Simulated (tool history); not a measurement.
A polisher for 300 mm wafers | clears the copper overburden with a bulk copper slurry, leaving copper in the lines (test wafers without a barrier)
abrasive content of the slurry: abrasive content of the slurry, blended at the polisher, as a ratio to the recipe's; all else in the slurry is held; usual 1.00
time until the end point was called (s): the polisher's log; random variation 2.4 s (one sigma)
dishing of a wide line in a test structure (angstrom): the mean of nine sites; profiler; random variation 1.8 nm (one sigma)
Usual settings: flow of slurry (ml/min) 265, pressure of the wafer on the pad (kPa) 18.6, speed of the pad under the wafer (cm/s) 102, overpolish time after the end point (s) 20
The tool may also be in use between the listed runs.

run,hour,flow of slurry (ml/min),pressure of the wafer on the pad (kPa),speed of the pad under the wafer (cm/s),abrasive content of the slurry,overpolish time after the end point (s),"incoming thickness of the incoming film, nm",time until the end point was called (s),dishing of a wide line in a test structure (angstrom)
1,0.0,265,18.6,102,0.85,20,1129.5,163.2,795
# hour 12.5: worn pad replaced by a new one
2,38.4,265,18.6,102,0.85,20,1150.5,139.7,864
3,78.6,265,18.6,102,0.85,20,1124.0,140.4,901
4,110.3,265,18.6,102,1.00,20,1127.0,141.2,894
5,243.7,265,18.6,102,1.00,20,1124.4,150.9,855
6,291.6,265,18.6,102,1.00,20,1139.3,159.5,810
# hour 302.3: slurry nozzle cleaned
# hour 304.1: head pressure recalibrated
# hour 343.9: worn pad replaced by a new one
# hour 346.3: slurry blender recalibrated
7,351.6,265,18.6,102,1.00,20,1124.5,129.5,890
8,382.5,265,18.6,102,1.00,20,1122.7,127.3,939
9,417.6,265,18.6,102,1.00,20,1124.4,130.1,909
10,477.4,265,18.6,102,1.00,20,1106.0,133.9,893
11,534.6,265,18.6,102,1.00,20,1125.5,136.8,880
12,601.0,265,18.6,102,1.00,20,1113.8,146.6,884
13,653.9,265,18.6,102,0.70,20,1129.0,178.0,774
# hour 694.5: worn pad replaced by a new one
14,723.1,265,24.1,102,0.80,20,1128.1,121.9,966
# hour 752.2: slurry blender recalibrated
15,774.6,265,18.6,102,1.00,20,1103.5,130.2,932
16,803.2,320,18.6,118,1.00,20,1118.6,109.8,963
17,874.8,265,18.6,102,1.00,20,1106.5,129.4,922
18,901.5,265,18.6,102,1.00,20,1117.1,133.2,882
# hour 924.3: slurry nozzle cleaned
19,956.8,265,18.6,102,0.85,13,1142.1,144.7,613
20,997.2,290,18.6,134,1.00,20,1105.8,111.1,993
# hour 1073.7: worn pad replaced by a new one
21,1147.8,295,13.1,102,1.00,20,1131.5,216.8,606
# hour 1156.1: slurry blender recalibrated
22,1184.2,195,18.6,102,1.00,20,1116.4,132.5,879
23,1225.2,265,18.6,102,1.00,20,1122.4,131.1,891
24,1261.6,190,18.6,132,1.00,20,1111.6,103.0,1031
25,1314.4,355,16.5,120,1.30,20,1118.4,120.5,908
# hour 1345.3: head pressure recalibrated
26,1377.0,265,18.6,102,1.00,20,1148.7,146.4,860
27,1426.8,315,15.9,102,1.25,30,1132.0,161.4,967

The tool's hidden state at each run:
slurry flow missing at the pad, %: 0 in every run
deviation of the head's pressure from its setpoint, %: 0 in every run
H1: removal rate lost through wear of the pad, %
H2: abrasive missing from the slurry, %
run,H1,H2
1,12.9,2.08
2,0.786,3.94
3,1.03,6.63
4,1.38,9.29
5,4.32,25.7
6,5.95,33.6
7,0.482,1.81
8,0.578,2.11
9,0.842,3
10,1.67,5.85
11,2.91,10.2
12,4.9,17.1
13,6.91,24.1
14,0.501,35.2
15,0.875,1.49
16,1.24,1.98
17,2.62,4.91
18,3.31,6.62
19,5.05,11.2
20,6.58,15.5
21,0.878,38.2
22,1.33,0.479
23,2.05,1.42
24,2.87,2.91
25,4.39,6.19
26,6.67,11.8
27,8.86,17.5
